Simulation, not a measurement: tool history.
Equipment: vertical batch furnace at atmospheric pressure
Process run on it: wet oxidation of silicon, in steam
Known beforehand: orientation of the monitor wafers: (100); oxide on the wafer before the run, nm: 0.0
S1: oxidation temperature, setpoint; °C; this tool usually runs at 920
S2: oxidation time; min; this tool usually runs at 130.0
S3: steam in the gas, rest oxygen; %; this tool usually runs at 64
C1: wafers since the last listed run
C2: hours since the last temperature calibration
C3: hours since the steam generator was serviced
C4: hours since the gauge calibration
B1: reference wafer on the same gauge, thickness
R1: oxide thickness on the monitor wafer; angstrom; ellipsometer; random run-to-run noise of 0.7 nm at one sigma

run    hour   S1     S2  S3    C1      C2      C3     C4      B1      R1
  1     0.0  920  130.0  64     0  1108.2  1165.3  364.1  303.98  2528.9
  2    49.8  901  164.5  64   586  1158.0  1215.1  413.9  304.01  2470.3
  3    96.0  920  130.0  64   543  1204.2  1261.3  460.1  304.10  2522.5
  4   166.5  920  130.0  64   829  1274.7  1331.8  530.6  304.09  2532.8
  5   200.6  920  130.0  64   401  1308.8  1365.9  564.7  304.10  2515.3
      382.4  -- steam generator serviced
  6   398.8  920  130.0  64  2050  1507.0    16.4  762.9  303.96  2579.0
  7   463.8  911  130.0  64   764  1572.0    81.4  827.9  304.26  2338.4
  8   524.0  911  130.0  64   708  1632.2   141.6  888.1  304.32  2336.5
      540.5  -- gauge calibrated
  9   586.3  911  130.0  64   733  1694.5   203.9   45.8  303.93  2317.5
 10   655.8  920  130.0  64   817  1764.0   273.4  115.3  304.19  2556.8
 11   688.1  899   83.5  68   380  1796.3   305.7  147.6  304.13  1413.4
 12   712.2  920  130.0  64   283  1820.4   329.8  171.7  303.84  2552.1
 13   741.6  920  130.0  58   346  1849.8   359.2  201.1  304.18  2341.1
      773.0  -- thermocouples replaced and temperature profile calibrated
 14   773.9  909   83.0  76    97     0.9   391.5  233.4  303.92  1773.1
 15   812.7  904  130.0  75   456    39.7   430.3  272.2  304.07  2429.5
 16   881.3  920   91.5  64   807   108.3   498.9  340.8  303.81  1891.2
 17   948.5  920  161.5  64   790   175.5   566.1  408.0  303.91  3035.4
 18  1004.5  898   67.0  64   659   231.5   622.1  464.0  304.00  1076.4
 19  1074.8  920  130.0  64   827   301.8   692.4  534.3  304.01  2536.1
 20  1120.4  933  103.0  67   536   347.4   738.0  579.9  303.70  2493.0

Consider 3 possible next runs. They are alternatives, not a sequence: every one starts from the tool as it was left by run 20. What does each give?
  A  1127.3  920  130.0  64  81  354.3  744.9  586.8   ?   ?
  B  1127.3  934   93.5  54  81  354.3  744.9  586.8   ?   ?
  C  1127.3  940   89.0  61  81  354.3  744.9  586.8   ?   ?

run      B1      R1
  A  304.40  2524.5
  B  304.40  1927.8
  C  304.40  2178.7
Without the tool's unlogged condition, the same runs would have read:
run      R1
  A  2578.0
  B  1969.5
  C  2224.8

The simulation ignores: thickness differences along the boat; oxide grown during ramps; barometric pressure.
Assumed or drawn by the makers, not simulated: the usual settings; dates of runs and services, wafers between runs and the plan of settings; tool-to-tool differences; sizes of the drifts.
